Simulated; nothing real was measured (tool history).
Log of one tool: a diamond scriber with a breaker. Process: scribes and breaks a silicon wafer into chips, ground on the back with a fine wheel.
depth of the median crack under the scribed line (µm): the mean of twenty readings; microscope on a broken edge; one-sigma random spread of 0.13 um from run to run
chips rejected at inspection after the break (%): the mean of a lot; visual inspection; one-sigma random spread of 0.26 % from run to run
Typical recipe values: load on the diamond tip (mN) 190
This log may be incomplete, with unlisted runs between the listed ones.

run     day  load on the diamond tip (mN)  incoming depth of the damage left on the back of the incoming wafer, um  depth of the median crack under the scribed line (µm)  chips rejected at inspection after the break (%)
  1   0.000                           175                                                                     2.90                                                   5.80                                             13.35
  2   0.875                           175                                                                     2.48                                                   5.64                                             13.27
  3   1.404                           190                                                                     2.74                                                   6.46                                              7.79
  4   2.421                           190                                                                     1.99                                                   6.31                                              5.09
  5   3.646                           190                                                                     2.91                                                   6.01                                              9.92
  6   4.250                           190                                                                     2.95                                                   6.26                                              9.79
  7   5.412                           190                                                                     1.53                                                   6.29                                              4.68
  8   6.033                           190                                                                     2.14                                                   6.16                                              6.24
      7.379  -- diamond tip replaced by a new one
  9   7.400                           220                                                                     2.09                                                   7.92                                              6.19
 10   8.733                           190                                                                     2.16                                                   6.64                                              3.82
 11   9.238                           144                                                                     2.20                                                   4.61                                             27.34
 12   9.925                           190                                                                     2.85                                                   6.51                                              7.61
     10.525  -- load on the tip recalibrated
 13  11.146                           157                                                                     2.59                                                   5.18                                             21.23
 14  12.471                           190                                                                     2.11                                                   6.45                                              4.29
 15  13.896                           227                                                                     2.67                                                   8.04                                              7.05
 16  17.021                           190                                                                     1.81                                                   6.10                                              4.43
 17  18.154                           136                                                                     2.56                                                   4.17                                             44.27
 18  19.179                           221                                                                     2.48                                                   7.59                                              4.57
 19  20.092                           160                                                                     1.78                                                   5.03                                             18.32
 20  21.312                           208                                                                     1.74                                                   6.71                                              2.61
 21  22.267                           228                                                                     1.86                                                   7.58                                              3.87

What if the next run were any one of these 3? Each begins from the tool's condition after run 21:
  A  22.296                           190                                                                     2.73                                                      ?                                                 ?
  B  22.296                           243                                                                     2.73                                                      ?                                                 ?
  C  22.296                           234                                                                     2.73                                                      ?                                                 ?

run  depth of the median crack under the scribed line (µm)  chips rejected at inspection after the break (%)
  A                                                   6.14                                              9.34
  B                                                   7.95                                              7.66
  C                                                   7.66                                              6.48
Without the tool's unlogged condition, the same runs would have read:
run  depth of the median crack under the scribed line (µm)  chips rejected at inspection after the break (%)
  A                                                   6.87                                              5.76
  B                                                   8.90                                             13.77
  C                                                   8.57                                             11.35
